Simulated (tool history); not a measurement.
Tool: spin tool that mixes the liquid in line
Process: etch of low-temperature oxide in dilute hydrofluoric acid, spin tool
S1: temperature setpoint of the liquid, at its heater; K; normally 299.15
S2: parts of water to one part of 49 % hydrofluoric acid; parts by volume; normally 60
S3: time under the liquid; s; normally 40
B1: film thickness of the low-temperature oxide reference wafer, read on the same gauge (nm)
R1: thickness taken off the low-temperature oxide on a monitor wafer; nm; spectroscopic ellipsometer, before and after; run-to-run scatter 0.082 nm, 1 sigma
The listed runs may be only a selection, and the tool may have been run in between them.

run   hour      S1  S2  S3      B1     R1
  1      0  299.15  60  50  130.02   8.99
  2   49.5  299.15  60  50  129.99   8.74
  3   61.2  299.15  80  60  130.02   7.62
  4   73.1  299.15  80  60  129.99   7.61
  5   81.1  299.15  80  60  130.01   7.62
  6   95.9  299.15  60  40     130   6.95
  7  105.9  299.15  60  40  129.98   6.72
  8  121.4  299.15  60  40     130   6.82
  9    137  299.15  60  40  130.01   6.88
 10  148.2  299.15  60  40     130   6.77
 11  155.3  299.15  60  40     130   6.86
 12  163.5  299.15  60  40     130   6.89
 13  170.3  299.15  60  40  130.01   6.84
 14  184.9  301.65  30  40  130.01  15.37
     194.6  -- thermometer replaced
 15  200.5  299.15  35  40     130  12.95
 16  213.7  299.15  60  60  129.99   10.9
 17  235.7  299.15  60  40  130.02   7.24
     238.3  -- gauge calibrated
 18  251.8  294.15  60  40  130.01   5.94

What does the tool deliver on the next run?
 19  258.4  299.15  60  45   ?   ?

B1: 129.99
R1: 7.93 nm
Take away the tool's hidden state, keep the run-to-run variation as it was, and the same run would have given R1 9.28 nm.

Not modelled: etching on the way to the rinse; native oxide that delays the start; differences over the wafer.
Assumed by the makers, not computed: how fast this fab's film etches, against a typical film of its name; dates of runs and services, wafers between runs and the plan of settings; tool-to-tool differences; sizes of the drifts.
